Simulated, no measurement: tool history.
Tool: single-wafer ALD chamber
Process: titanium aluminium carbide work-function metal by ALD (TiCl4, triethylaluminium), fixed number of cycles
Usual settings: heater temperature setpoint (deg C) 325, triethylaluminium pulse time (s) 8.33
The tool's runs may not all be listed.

run,hour,heater temperature setpoint (deg C),triethylaluminium pulse time (s),"read-back reference wafer on the same gauge, thickness_nm",mean film thickness on the monitor wafer (nm)
1,0,325,10.45,2.651,2.295
2,32.1,325,10.45,2.65,2.308
3,45.3,316,8.33,2.65,2.136
4,80.4,316,8.33,2.65,2.136
5,96.8,316,8.33,2.648,2.139
6,124.8,336,8.33,2.65,2.288
7,145.4,325,8.33,2.651,2.196
8,201.7,325,8.33,2.65,2.186
9,232.6,325,8.33,2.65,2.176
10,254.1,325,8.33,2.648,2.186
11,270.9,325,8.33,2.648,2.181
12,300.9,325,8.33,2.65,2.169
13,317.6,325,8.33,2.651,2.191
14,352.5,325,8.33,2.649,2.16
15,380.5,325,8.33,2.65,2.183
16,402.9,322,8.33,2.653,2.146
# hour 470.1: showerhead replaced, of another model than before
17,508.3,325,10.13,2.649,2.257
18,531.1,325,8.33,2.651,2.174
19,554.6,316,6.84,2.65,2.002
# hour 575.9: gauge calibrated
20,584.4,337,6.54,2.648,2.157
21,601.9,331,8.33,2.652,2.226
# hour 621.8: thermocouple changed; heater temperature recalibrated
22,635.1,317,6.72,2.649,1.999
# hour 665.4: triethylaluminium bottle replaced
23,665.9,325,7.27,2.65,2.201
24,682.4,318,6.52,2.652,2.085
25,713.7,335,10.8,2.65,2.39
26,749.5,325,8.33,2.648,2.243
27,768.2,332,10.19,2.65,2.356
28,781.8,318,10.74,2.65,2.249
29,816.2,317,6.72,2.65,2.099
30,846.8,318,6.33,2.65,2.05
31,872,325,8.33,2.651,2.226
32,901.9,325,8.33,2.652,2.241
33,917.2,325,8.33,2.652,2.247
34,942.9,332,10.55,2.65,2.359

Forecast each of these 3 alternatives for the next run:
A,943.3,317,8.33,?,?
B,943.3,325,5.45,?,?
C,943.3,334,10.98,?,?

run,"read-back reference wafer on the same gauge, thickness_nm",mean film thickness on the monitor wafer (nm)
A,2.652,2.175
B,2.652,2.047
C,2.652,2.391
Without the tool's hidden state the same runs would have given:
run,mean film thickness on the monitor wafer (nm)
A,2.178
B,2.051
C,2.393
